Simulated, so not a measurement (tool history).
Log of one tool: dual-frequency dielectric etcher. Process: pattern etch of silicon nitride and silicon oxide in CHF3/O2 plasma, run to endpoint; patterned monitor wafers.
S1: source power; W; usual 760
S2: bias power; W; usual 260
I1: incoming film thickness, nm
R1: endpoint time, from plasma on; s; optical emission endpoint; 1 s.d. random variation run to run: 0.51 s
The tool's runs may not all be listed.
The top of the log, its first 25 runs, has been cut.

run	hour	S1	S2	I1	R1
26	1136.6	760	260	160.4	85.1
# hour 1183.4: wet clean of the chamber
27	1183.9	640	217	159.9	97.3
28	1246.2	580	260	161.6	97.8
29	1304.0	700	227	160.4	93.4
30	1356.8	630	293	161.1	90.7
31	1422.1	760	260	162.0	86.1
32	1471.9	760	260	161.3	86.9
33	1533.7	910	260	161.4	80.1
34	1589.4	760	260	160.0	85.7
35	1754.3	760	260	162.8	87.9

Branching from run 35: 4 alternative next runs. What would each branch give?
A	1754.8	760	312	161.1	?
B	1754.8	580	321	161.1	?
C	1754.8	620	279	161.1	?
D	1754.8	920	318	161.1	?

run	R1
A	80.8
B	90.6
C	92.2
D	73.7
With the hidden condition removed and each run's random variation left untouched, the same runs would have given:
run	R1
A	80.8
B	90.6
C	92.2
D	73.7

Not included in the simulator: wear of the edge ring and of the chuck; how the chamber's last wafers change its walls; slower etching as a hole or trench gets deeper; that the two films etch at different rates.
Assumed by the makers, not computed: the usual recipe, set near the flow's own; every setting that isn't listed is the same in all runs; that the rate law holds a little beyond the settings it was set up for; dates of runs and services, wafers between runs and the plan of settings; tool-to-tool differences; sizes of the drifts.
